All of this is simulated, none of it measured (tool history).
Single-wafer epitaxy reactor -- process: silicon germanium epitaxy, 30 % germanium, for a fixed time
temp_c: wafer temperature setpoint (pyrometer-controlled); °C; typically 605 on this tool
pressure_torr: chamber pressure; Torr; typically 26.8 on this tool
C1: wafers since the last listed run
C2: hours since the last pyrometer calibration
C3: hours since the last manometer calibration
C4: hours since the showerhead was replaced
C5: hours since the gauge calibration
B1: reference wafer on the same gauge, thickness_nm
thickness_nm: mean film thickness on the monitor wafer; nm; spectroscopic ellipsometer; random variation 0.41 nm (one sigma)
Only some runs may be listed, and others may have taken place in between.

run 1 hour=0 | temp_c=605 pressure_torr=23.4 | C1=0 C2=1370.2 C3=0.5 C4=3955.4 C5=1534.2 | B1=79.701 | thickness_nm=66.536
run 2 hour=57.1 | temp_c=605 pressure_torr=23.4 | C1=1302 C2=1427.3 C3=57.6 C4=4012.5 C5=1591.3 | B1=79.64 | thickness_nm=66.036
run 3 hour=114.1 | temp_c=605 pressure_torr=23.4 | C1=1300 C2=1484.3 C3=114.6 C4=4069.5 C5=1648.3 | B1=79.689 | thickness_nm=65.834
run 4 hour=167.3 | temp_c=605 pressure_torr=26.8 | C1=1213 C2=1537.5 C3=167.8 C4=4122.7 C5=1701.5 | B1=79.648 | thickness_nm=69.333
run 5 hour=265.1 | temp_c=615 pressure_torr=29.8 | C1=2230 C2=1635.3 C3=265.6 C4=4220.5 C5=1799.3 | B1=79.703 | thickness_nm=82.183
run 6 hour=316.1 | temp_c=615 pressure_torr=29.8 | C1=1163 C2=1686.3 C3=316.6 C4=4271.5 C5=1850.3 | B1=79.824 | thickness_nm=82.651
run 7 hour=381.3 | temp_c=605 pressure_torr=26.8 | C1=1487 C2=1751.5 C3=381.8 C4=4336.7 C5=1915.5 | B1=79.668 | thickness_nm=67.688
run 8 hour=464.3 | temp_c=605 pressure_torr=26.8 | C1=1893 C2=1834.5 C3=464.8 C4=4419.7 C5=1998.5 | B1=79.664 | thickness_nm=67.479
run 9 hour=500.4 | temp_c=605 pressure_torr=26.8 | C1=823 C2=1870.6 C3=500.9 C4=4455.8 C5=2034.6 | B1=79.593 | thickness_nm=67.703
run 10 hour=605.1 | temp_c=600 pressure_torr=26.8 | C1=2388 C2=1975.3 C3=605.6 C4=4560.5 C5=2139.3 | B1=79.659 | thickness_nm=61.495
run 11 hour=712 | temp_c=605 pressure_torr=26.8 | C1=2438 C2=2082.2 C3=712.5 C4=4667.4 C5=2246.2 | B1=79.639 | thickness_nm=67.55
run 12 hour=985 | temp_c=605 pressure_torr=26.8 | C1=6227 C2=2355.2 C3=985.5 C4=4940.4 C5=2519.2 | B1=79.707 | thickness_nm=67.131
run 13 hour=1055.8 | temp_c=605 pressure_torr=26.8 | C1=1614 C2=2426 C3=1056.3 C4=5011.2 C5=2590 | B1=79.779 | thickness_nm=67.458
-- hour=1078.6 pyrometer calibrated
run 14 hour=1114 | temp_c=605 pressure_torr=26.8 | C1=1145 C2=35.4 C3=1114.5 C4=5069.4 C5=2648.2 | B1=79.668 | thickness_nm=67.543
run 15 hour=1200.4 | temp_c=605 pressure_torr=26.8 | C1=1970 C2=121.8 C3=1200.9 C4=5155.8 C5=2734.6 | B1=79.596 | thickness_nm=66.865
run 16 hour=1253.9 | temp_c=605 pressure_torr=26.8 | C1=1220 C2=175.3 C3=1254.4 C4=5209.3 C5=2788.1 | B1=79.652 | thickness_nm=66.536
run 17 hour=1321 | temp_c=593 pressure_torr=20.4 | C1=1530 C2=242.4 C3=1321.5 C4=5276.4 C5=2855.2 | B1=79.73 | thickness_nm=51.315
-- hour=1347.3 showerhead replaced
run 18 hour=1408.6 | temp_c=595 pressure_torr=30.9 | C1=1815 C2=330 C3=1409.1 C4=61.3 C5=2942.8 | B1=79.796 | thickness_nm=59.738
run 19 hour=1521 | temp_c=605 pressure_torr=26.8 | C1=2563 C2=442.4 C3=1521.5 C4=173.7 C5=3055.2 | B1=79.866 | thickness_nm=67.326
run 20 hour=1609.5 | temp_c=605 pressure_torr=26.8 | C1=2018 C2=530.9 C3=1610 C4=262.2 C5=3143.7 | B1=79.763 | thickness_nm=67.432
run 21 hour=1709.5 | temp_c=617 pressure_torr=32.3 | C1=2281 C2=630.9 C3=1710 C4=362.2 C5=3243.7 | B1=79.77 | thickness_nm=86.948
run 22 hour=1750 | temp_c=611 pressure_torr=33.2 | C1=923 C2=671.4 C3=1750.5 C4=402.7 C5=3284.2 | B1=79.767 | thickness_nm=79.21
-- hour=1767 capacitance manometer re-zeroed and calibrated
run 23 hour=1952 | temp_c=601 pressure_torr=22.3 | C1=4425 C2=873.4 C3=185 C4=604.7 C5=3486.2 | B1=79.68 | thickness_nm=60.85
run 24 hour=2020.3 | temp_c=618 pressure_torr=33.3 | C1=1557 C2=941.7 C3=253.3 C4=673 C5=3554.5 | B1=79.719 | thickness_nm=89.51
run 25 hour=2183 | temp_c=592 pressure_torr=26.8 | C1=3711 C2=1104.4 C3=416 C4=835.7 C5=3717.2 | B1=79.709 | thickness_nm=54.455
run 26 hour=2225.7 | temp_c=605 pressure_torr=26.8 | C1=974 C2=1147.1 C3=458.7 C4=878.4 C5=3759.9 | B1=79.673 | thickness_nm=67.541
-- hour=2240.5 gauge calibrated
run 27 hour=2305.4 | temp_c=597 pressure_torr=30.2 | C1=1817 C2=1226.8 C3=538.4 C4=958.1 C5=64.9 | B1=79.599 | thickness_nm=61.332
run 28 hour=2343.5 | temp_c=605 pressure_torr=20.9 | C1=869 C2=1264.9 C3=576.5 C4=996.2 C5=103 | B1=79.782 | thickness_nm=63.34
run 29 hour=2404.5 | temp_c=597 pressure_torr=26.8 | C1=1391 C2=1325.9 C3=637.5 C4=1057.2 C5=164 | B1=79.677 | thickness_nm=59.906
run 30 hour=2465.4 | temp_c=605 pressure_torr=20.9 | C1=1389 C2=1386.8 C3=698.4 C4=1118.1 C5=224.9 | B1=79.69 | thickness_nm=63.19
run 31 hour=2537.4 | temp_c=601 pressure_torr=29.8 | C1=1642 C2=1458.8 C3=770.4 C4=1190.1 C5=296.9 | B1=79.59 | thickness_nm=65.039
run 32 hour=2600.3 | temp_c=596 pressure_torr=29.4 | C1=1434 C2=1521.7 C3=833.3 C4=1253 C5=359.8 | B1=79.708 | thickness_nm=59.529
run 33 hour=2813.2 | temp_c=605 pressure_torr=26.8 | C1=4856 C2=1734.6 C3=1046.2 C4=1465.9 C5=572.7 | B1=79.781 | thickness_nm=67.468
run 34 hour=2908.3 | temp_c=616 pressure_torr=30.4 | C1=2169 C2=1829.7 C3=1141.3 C4=1561 C5=667.8 | B1=79.885 | thickness_nm=83.733

Here are 5 independent what-if runs from the current tool condition. What would each one return?
run A hour=2908.7 | temp_c=605 pressure_torr=26.8 | C1=9 C2=1830.1 C3=1141.7 C4=1561.4 C5=668.2 | B1=? | thickness_nm=?
run B hour=2908.7 | temp_c=619 pressure_torr=24.5 | C1=9 C2=1830.1 C3=1141.7 C4=1561.4 C5=668.2 | B1=? | thickness_nm=?
run C hour=2908.7 | temp_c=605 pressure_torr=22.6 | C1=9 C2=1830.1 C3=1141.7 C4=1561.4 C5=668.2 | B1=? | thickness_nm=?
run D hour=2908.7 | temp_c=596 pressure_torr=29.6 | C1=9 C2=1830.1 C3=1141.7 C4=1561.4 C5=668.2 | B1=? | thickness_nm=?
run E hour=2908.7 | temp_c=596 pressure_torr=21.7 | C1=9 C2=1830.1 C3=1141.7 C4=1561.4 C5=668.2 | B1=? | thickness_nm=?

run=A B1=79.755 thickness_nm=67.405
run=B B1=79.755 thickness_nm=82.372
run=C B1=79.755 thickness_nm=64.273
run=D B1=79.755 thickness_nm=59.792
run=E B1=79.755 thickness_nm=54.787
What these runs would have given with no unlogged condition in the tool:
run=A thickness_nm=68.937
run=B thickness_nm=84.244
run=C thickness_nm=65.733
run=D thickness_nm=61.151
run=E thickness_nm=56.032
